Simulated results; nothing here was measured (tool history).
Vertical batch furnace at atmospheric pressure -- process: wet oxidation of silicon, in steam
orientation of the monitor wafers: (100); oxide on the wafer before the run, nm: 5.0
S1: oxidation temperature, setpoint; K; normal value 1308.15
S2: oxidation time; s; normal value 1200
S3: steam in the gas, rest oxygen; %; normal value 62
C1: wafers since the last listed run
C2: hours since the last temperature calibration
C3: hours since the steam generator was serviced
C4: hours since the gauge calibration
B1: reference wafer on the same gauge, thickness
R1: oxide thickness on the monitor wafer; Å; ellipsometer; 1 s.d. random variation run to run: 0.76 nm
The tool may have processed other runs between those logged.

run,hour,S1,S2,S3,C1,C2,C3,C4,B1,R1
1,0,1294.15,1200,62,0,3586.9,1588.5,337.6,174.01,1756.2
2,47,1294.15,1200,62,853,3633.9,1635.5,384.6,173.92,1759.8
3,82.8,1294.15,1200,62,649,3669.7,1671.3,420.4,173.86,1759.1
4,115.1,1308.15,1200,58,586,3702,1703.6,452.7,173.95,1882.5
5,146.9,1308.15,1200,58,577,3733.8,1735.4,484.5,173.96,1878.8
6,161.7,1296.15,1200,62,268,3748.6,1750.2,499.3,174.35,1794.7
7,189.1,1296.15,1200,62,497,3776,1777.6,526.7,174.03,1783.1
8,222.6,1296.15,1200,62,608,3809.5,1811.1,560.2,174.07,1782.8
9,236.8,1308.15,1200,62,257,3823.7,1825.3,574.4,173.86,1971
10,258.2,1308.15,1200,62,388,3845.1,1846.7,595.8,173.66,1973.3
11,291.7,1308.15,1200,62,608,3878.6,1880.2,629.3,174.09,1982
12,322.7,1308.15,1380,62,562,3909.6,1911.2,660.3,173.85,2186.8
13,354.1,1308.15,1380,62,570,3941,1942.6,691.7,173.93,2190.8
14,373,1308.15,1380,62,343,3959.9,1961.5,710.6,173.95,2201.6
# hour 401: gauge calibrated
15,406.3,1308.15,810,62,604,3993.2,1994.8,5.3,173.86,1478.3
16,435.4,1308.15,810,62,528,4022.3,2023.9,34.4,173.96,1480.5
17,456.4,1308.15,810,62,381,4043.3,2044.9,55.4,174.12,1472.1
18,474.3,1308.15,1200,62,324,4061.2,2062.8,73.3,173.95,1996.3
19,491.6,1308.15,1200,62,314,4078.5,2080.1,90.6,173.94,1977.9
20,507.2,1308.15,1200,62,283,4094.1,2095.7,106.2,173.81,1978.5
21,530.2,1330.15,1200,70,417,4117.1,2118.7,129.2,173.97,2558.5
22,550.7,1294.15,1200,62,372,4137.6,2139.2,149.7,174.09,1749.4
23,564.1,1308.15,1200,62,243,4151,2152.6,163.1,174.03,1976.7
24,589.8,1328.15,1200,67,466,4176.7,2178.3,188.8,173.95,2444.8
# hour 656.1: steam generator serviced
25,661.3,1297.15,810,57,862,4248.2,5.2,260.3,174.1,1329.8
26,684.6,1297.15,810,57,423,4271.5,28.5,283.6,173.78,1325.8
# hour 730.8: thermocouples replaced and temperature profile calibrated
27,731.3,1323.15,720,66,412,0.5,75.2,330.3,174.04,1697.7

The next listed run, before its measurement:
28,735.1,1294.15,1200,62,68,4.3,79,334.1,?,?

{"run 28": {"B1": 173.64, "R1": 1854.8}}
Minus the tool's unlogged condition, the same run would have read R1 1865 Å.
